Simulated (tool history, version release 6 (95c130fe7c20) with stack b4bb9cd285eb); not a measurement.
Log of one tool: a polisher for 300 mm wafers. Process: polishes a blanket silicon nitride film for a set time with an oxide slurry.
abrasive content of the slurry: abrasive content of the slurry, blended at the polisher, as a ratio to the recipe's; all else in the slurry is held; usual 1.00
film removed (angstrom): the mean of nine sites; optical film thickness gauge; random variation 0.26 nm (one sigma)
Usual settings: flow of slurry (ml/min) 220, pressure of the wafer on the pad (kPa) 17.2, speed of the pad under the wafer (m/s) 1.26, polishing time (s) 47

run	day	flow of slurry (ml/min)	pressure of the wafer on the pad (kPa)	speed of the pad under the wafer (m/s)	abrasive content of the slurry	polishing time (s)	incoming thickness of the incoming film, nm	film removed (angstrom)
1	0.000	220	17.2	1.26	1.00	47	527.4	214
2	1.562	220	13.8	1.26	1.00	47	518.3	184
3	4.983	220	13.8	1.26	1.00	47	520.4	179
# day 5.183: slurry nozzle cleaned
# day 8.579: conditioning disc replaced and pad reconditioned
4	8.733	220	13.8	1.26	1.00	47	515.3	190
# day 9.679: slurry blender recalibrated
# day 10.829: worn pad replaced by a new one
5	13.025	275	17.2	1.26	1.00	47	524.4	221
# day 21.608: slurry blender recalibrated
# day 21.854: slurry nozzle cleaned
6	22.683	275	17.2	1.26	1.00	47	519.5	222
# day 23.583: worn pad replaced by a new one
7	25.067	275	17.2	1.26	1.00	47	515.1	223
# day 26.188: conditioning disc replaced and pad reconditioned
8	29.088	220	17.2	1.26	0.90	47	513.5	210
9	33.371	220	17.2	1.54	0.80	32	523.7	147
# day 34.283: slurry blender recalibrated
# day 34.883: worn pad replaced by a new one
10	37.267	220	17.2	1.26	1.00	47	519.6	209
# day 37.746: head pressure recalibrated
# day 37.912: slurry nozzle cleaned
11	39.233	220	19.3	1.60	0.85	47	525.5	254
# day 44.862: conditioning disc replaced and pad reconditioned
# day 46.775: slurry blender recalibrated
# day 47.604: worn pad replaced by a new one
12	49.329	220	17.2	1.26	1.30	38	521.1	191

Run 13 comes next. What will it give?
# day 51.250: slurry nozzle cleaned
13	51.450	220	17.2	1.26	1.10	47	527.0	?

{"run 13": {"film removed (angstrom)": 225}}
Without the tool's hidden state the same run would have given film removed (angstrom) 225.
